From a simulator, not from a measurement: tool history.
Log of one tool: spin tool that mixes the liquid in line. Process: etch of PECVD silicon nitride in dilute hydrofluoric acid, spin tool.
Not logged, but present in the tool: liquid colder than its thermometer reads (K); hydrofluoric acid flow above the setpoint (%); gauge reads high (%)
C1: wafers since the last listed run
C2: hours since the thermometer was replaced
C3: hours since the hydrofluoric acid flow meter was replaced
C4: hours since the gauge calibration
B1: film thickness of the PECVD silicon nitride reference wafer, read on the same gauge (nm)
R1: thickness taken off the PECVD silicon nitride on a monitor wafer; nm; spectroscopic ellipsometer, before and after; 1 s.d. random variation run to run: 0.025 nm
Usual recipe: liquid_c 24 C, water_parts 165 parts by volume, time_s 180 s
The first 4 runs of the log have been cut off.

Run 5, hour 181: usual settings; C1 538; C2 1487.5; C3 211; C4 441.6; B1 30.026. Result: R1 3.265 nm.
At hour 196.5: thermometer replaced.
Run 6, hour 242: usual settings; C1 520; C2 45.5; C3 272; C4 502.6; B1 30.006. Result: R1 3.379 nm.
Run 7, hour 310: usual settings; C1 590; C2 113.5; C3 340; C4 570.6; B1 30.016. Result: R1 3.401 nm.
Run 8, hour 375.1: usual settings; C1 565; C2 178.6; C3 405.1; C4 635.7; B1 29.997. Result: R1 3.414 nm.
Run 9, hour 433.5: usual settings but liquid_c 21 C, water_parts 240 parts by volume, time_s 255 s; C1 506; C2 237; C3 463.5; C4 694.1; B1 29.983. Result: R1 2.825 nm.
Run 10, hour 486.7: usual settings but water_parts 200 parts by volume, time_s 230 s; C1 461; C2 290.2; C3 516.7; C4 747.3; B1 29.965. Result: R1 3.671 nm.
At hour 527.3: hydrofluoric acid flow meter replaced.
Run 11, hour 533.3: usual settings but liquid_c 28.5 C, water_parts 145 parts by volume, time_s 150 s; C1 395; C2 336.8; C3 6; C4 793.9; B1 29.97. Result: R1 4.117 nm.
Run 12, hour 599.8: usual settings but time_s 110 s; C1 577; C2 403.3; C3 72.5; C4 860.4; B1 30.017. Result: R1 2.007 nm.
Run 13, hour 669.1: usual settings but time_s 80 s; C1 601; C2 472.6; C3 141.8; C4 929.7; B1 29.99. Result: R1 1.459 nm.
Run 14, hour 699.9: usual settings but water_parts 200 parts by volume, time_s 230 s; C1 267; C2 503.4; C3 172.6; C4 960.5; B1 30.009. Result: R1 3.451 nm.
Run 15, hour 739.5: usual settings; C1 343; C2 543; C3 212.2; C4 1000.1; B1 30.007. Result: R1 3.244 nm.
Run 16, hour 779.4: usual settings but water_parts 105 parts by volume; C1 346; C2 582.9; C3 252.1; C4 1040; B1 30.01. Result: R1 5.179 nm.
Run 17, hour 832.4: usual settings but liquid_c 27.5 C, water_parts 190 parts by volume; C1 460; C2 635.9; C3 305.1; C4 1093; B1 30.022. Result: R1 3.629 nm.
Run 18, hour 903.6: usual settings but water_parts 225 parts by volume; C1 618; C2 707.1; C3 376.3; C4 1164.2; B1 29.982. Result: R1 2.451 nm.
Run 19, hour 968.8: usual settings; C1 566; C2 772.3; C3 441.5; C4 1229.4; B1 30.008. Result: R1 3.398 nm.
Run 20, hour 1040.1: usual settings but liquid_c 20.5 C, water_parts 205 parts by volume; C1 618; C2 843.6; C3 512.8; C4 1300.7; B1 30.015. Result: R1 2.172 nm.
At hour 1064.8: gauge calibrated.
Run 21, hour 1085.4: usual settings but water_parts 130 parts by volume, time_s 150 s; C1 393; C2 888.9; C3 558.1; C4 20.6; B1 29.999. Result: R1 3.58 nm.
At hour 1129.6: hydrofluoric acid flow meter replaced.
Run 22, hour 1150.7: usual settings but water_parts 205 parts by volume; C1 558; C2 954.2; C3 21.1; C4 85.9; B1 29.99. Result: R1 2.543 nm.
Run 23, hour 1212.2: usual settings but time_s 270 s; C1 533; C2 1015.7; C3 82.6; C4 147.4; B1 30.004. Result: R1 4.841 nm.
Run 24, hour 1244.3: usual settings but water_parts 240 parts by volume; C1 278; C2 1047.8; C3 114.7; C4 179.5; B1 29.994. Result: R1 2.214 nm.
Run 25, hour 1279.7: usual settings but liquid_c 26 C, water_parts 240 parts by volume, time_s 145 s; C1 307; C2 1083.2; C3 150.1; C4 214.9; B1 30.031. Result: R1 2.037 nm.
Run 26, hour 1343.8: usual settings but time_s 220 s; C1 556; C2 1147.3; C3 214.2; C4 279; B1 29.985. Result: R1 3.926 nm.

Estimate the outcome of run 27 from the log above:
Run 27, hour 1388.7: usual settings; C1 389; C2 1192.2; C3 259.1; C4 323.9; B1 ?. Result: R1 ?.

B1: 30.033
R1: 3.266 nm
If the tool had no hidden condition, the same run with the same run-to-run variation would have returned R1 3.238 nm.

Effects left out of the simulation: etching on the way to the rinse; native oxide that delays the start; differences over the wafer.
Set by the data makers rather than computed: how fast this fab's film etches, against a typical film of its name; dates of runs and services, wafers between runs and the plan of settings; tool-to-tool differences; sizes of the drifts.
